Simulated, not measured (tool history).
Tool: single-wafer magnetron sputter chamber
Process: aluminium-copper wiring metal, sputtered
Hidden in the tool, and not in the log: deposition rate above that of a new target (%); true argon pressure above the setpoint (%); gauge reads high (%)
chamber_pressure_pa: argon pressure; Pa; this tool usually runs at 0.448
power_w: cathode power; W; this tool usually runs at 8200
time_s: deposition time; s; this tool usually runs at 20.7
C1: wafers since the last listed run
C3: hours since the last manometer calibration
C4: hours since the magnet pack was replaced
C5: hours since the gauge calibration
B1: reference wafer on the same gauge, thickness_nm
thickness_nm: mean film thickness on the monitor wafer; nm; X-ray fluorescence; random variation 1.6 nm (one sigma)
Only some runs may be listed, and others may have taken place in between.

{"run": 1, "hour": 0.0, "chamber_pressure_pa": 0.448, "power_w": 8200, "time_s": 20.7, "C1": 0, "wafers on the sputter target": 1770, "C3": 1681.3, "C4": 4981.6, "C5": 6.9, "B1": 301.111, "thickness_nm": 308.662}
{"run": 2, "hour": 34.0, "chamber_pressure_pa": 0.448, "power_w": 8200, "time_s": 20.7, "C1": 840, "wafers on the sputter target": 2611, "C3": 1715.3, "C4": 5015.6, "C5": 40.9, "B1": 301.357, "thickness_nm": 310.518}
{"run": 3, "hour": 43.6, "chamber_pressure_pa": 0.448, "power_w": 8200, "time_s": 20.7, "C1": 237, "wafers on the sputter target": 2848, "C3": 1724.9, "C4": 5025.2, "C5": 50.5, "B1": 300.858, "thickness_nm": 311.831}
{"run": 4, "hour": 50.4, "chamber_pressure_pa": 0.448, "power_w": 8200, "time_s": 20.7, "C1": 168, "wafers on the sputter target": 3016, "C3": 1731.7, "C4": 5032, "C5": 57.3, "B1": 301.213, "thickness_nm": 311.868}
{"hour": 97.7, "done": "magnet pack replaced"}
{"run": 5, "hour": 98.2, "chamber_pressure_pa": 0.448, "power_w": 8200, "time_s": 20.7, "C1": 984, "wafers on the sputter target": 4001, "C3": 1779.5, "C4": 0.5, "C5": 105.1, "B1": 300.801, "thickness_nm": 310.635}
{"hour": 120.4, "done": "capacitance manometer re-zeroed and calibrated"}
{"run": 6, "hour": 120.9, "chamber_pressure_pa": 0.448, "power_w": 8200, "time_s": 20.7, "C1": 363, "wafers on the sputter target": 4364, "C3": 0.5, "C4": 23.2, "C5": 127.8, "B1": 300.823, "thickness_nm": 310.729}
{"run": 7, "hour": 125.2, "chamber_pressure_pa": 0.448, "power_w": 8200, "time_s": 20.7, "C1": 106, "wafers on the sputter target": 4471, "C3": 4.8, "C4": 27.5, "C5": 132.1, "B1": 301.047, "thickness_nm": 311.058}
{"run": 8, "hour": 135.0, "chamber_pressure_pa": 0.448, "power_w": 7700, "time_s": 19.2, "C1": 242, "wafers on the sputter target": 4713, "C3": 14.6, "C4": 37.3, "C5": 141.9, "B1": 301.375, "thickness_nm": 266.974}
{"run": 9, "hour": 144.7, "chamber_pressure_pa": 0.448, "power_w": 8200, "time_s": 20.7, "C1": 239, "wafers on the sputter target": 4953, "C3": 24.3, "C4": 47, "C5": 151.6, "B1": 300.808, "thickness_nm": 307.18}
{"run": 10, "hour": 156.1, "chamber_pressure_pa": 0.448, "power_w": 8200, "time_s": 20.7, "C1": 281, "wafers on the sputter target": 5235, "C3": 35.7, "C4": 58.4, "C5": 163, "B1": 300.671, "thickness_nm": 304.621}
{"run": 11, "hour": 168.7, "chamber_pressure_pa": 0.448, "power_w": 8200, "time_s": 19.6, "C1": 311, "wafers on the sputter target": 5547, "C3": 48.3, "C4": 71, "C5": 175.6, "B1": 301.599, "thickness_nm": 288.548}
{"hour": 170.7, "done": "gauge calibrated"}
{"run": 12, "hour": 175.9, "chamber_pressure_pa": 0.521, "power_w": 9450, "time_s": 20.7, "C1": 178, "wafers on the sputter target": 5725, "C3": 55.5, "C4": 78.2, "C5": 5.2, "B1": 300.892, "thickness_nm": 339.42}
{"run": 13, "hour": 192.8, "chamber_pressure_pa": 0.448, "power_w": 8200, "time_s": 20.7, "C1": 417, "wafers on the sputter target": 6143, "C3": 72.4, "C4": 95.1, "C5": 22.1, "B1": 301.433, "thickness_nm": 303.026}
{"run": 14, "hour": 205.7, "chamber_pressure_pa": 0.534, "power_w": 7100, "time_s": 19.4, "C1": 319, "wafers on the sputter target": 6462, "C3": 85.3, "C4": 108, "C5": 35, "B1": 300.805, "thickness_nm": 237.328}
{"run": 15, "hour": 212.0, "chamber_pressure_pa": 0.558, "power_w": 9700, "time_s": 20.7, "C1": 155, "wafers on the sputter target": 6617, "C3": 91.6, "C4": 114.3, "C5": 41.3, "B1": 301.046, "thickness_nm": 343.125}
{"run": 16, "hour": 225.2, "chamber_pressure_pa": 0.448, "power_w": 8200, "time_s": 20.7, "C1": 326, "wafers on the sputter target": 6944, "C3": 104.8, "C4": 127.5, "C5": 54.5, "B1": 301.096, "thickness_nm": 303.51}
{"hour": 236.3, "done": "sputter target and shields replaced"}
{"run": 17, "hour": 239.6, "chamber_pressure_pa": 0.448, "power_w": 8200, "time_s": 23.1, "C1": 158, "wafers on the sputter target": 80, "C3": 119.2, "C4": 141.9, "C5": 68.9, "B1": 301.165, "thickness_nm": 351.704}
{"run": 18, "hour": 246.0, "chamber_pressure_pa": 0.544, "power_w": 8200, "time_s": 22.3, "C1": 158, "wafers on the sputter target": 238, "C3": 125.6, "C4": 148.3, "C5": 75.3, "B1": 301.182, "thickness_nm": 325.167}
{"run": 19, "hour": 281.8, "chamber_pressure_pa": 0.497, "power_w": 8750, "time_s": 22.1, "C1": 885, "wafers on the sputter target": 1124, "C3": 161.4, "C4": 184.1, "C5": 111.1, "B1": 300.864, "thickness_nm": 350.869}
{"run": 20, "hour": 292.2, "chamber_pressure_pa": 0.393, "power_w": 7350, "time_s": 22.4, "C1": 257, "wafers on the sputter target": 1381, "C3": 171.8, "C4": 194.5, "C5": 121.5, "B1": 301.211, "thickness_nm": 309.225}
{"run": 21, "hour": 298.2, "chamber_pressure_pa": 0.448, "power_w": 8200, "time_s": 20.7, "C1": 148, "wafers on the sputter target": 1530, "C3": 177.8, "C4": 200.5, "C5": 127.5, "B1": 301.225, "thickness_nm": 311.318}
{"run": 22, "hour": 308.7, "chamber_pressure_pa": 0.448, "power_w": 8200, "time_s": 20.7, "C1": 259, "wafers on the sputter target": 1789, "C3": 188.3, "C4": 211, "C5": 138, "B1": 300.904, "thickness_nm": 310.179}
{"run": 23, "hour": 319.4, "chamber_pressure_pa": 0.527, "power_w": 7450, "time_s": 23.3, "C1": 264, "wafers on the sputter target": 2054, "C3": 199, "C4": 221.7, "C5": 148.7, "B1": 300.645, "thickness_nm": 305.882}

State the hidden condition of the tool at each of the runs:
true argon pressure above the setpoint (%): 0 in every run
gauge reads high (%): 0 in every run
H1: deposition rate above that of a new target (%)
run=1 H1=-0.262
run=2 H1=-0.502
run=3 H1=-0.586
run=4 H1=-0.651
run=5 H1=-1.21
run=6 H1=-1.53
run=7 H1=-1.6
run=8 H1=-1.76
run=9 H1=-1.92
run=10 H1=-2.12
run=11 H1=-2.36
run=12 H1=-2.5
run=13 H1=-2.84
run=14 H1=-3.12
run=15 H1=-3.26
run=16 H1=-3.57
run=17 H1=-0.133
run=18 H1=-0.136
run=19 H1=-0.214
run=20 H1=-0.257
run=21 H1=-0.285
run=22 H1=-0.341
run=23 H1=-0.407
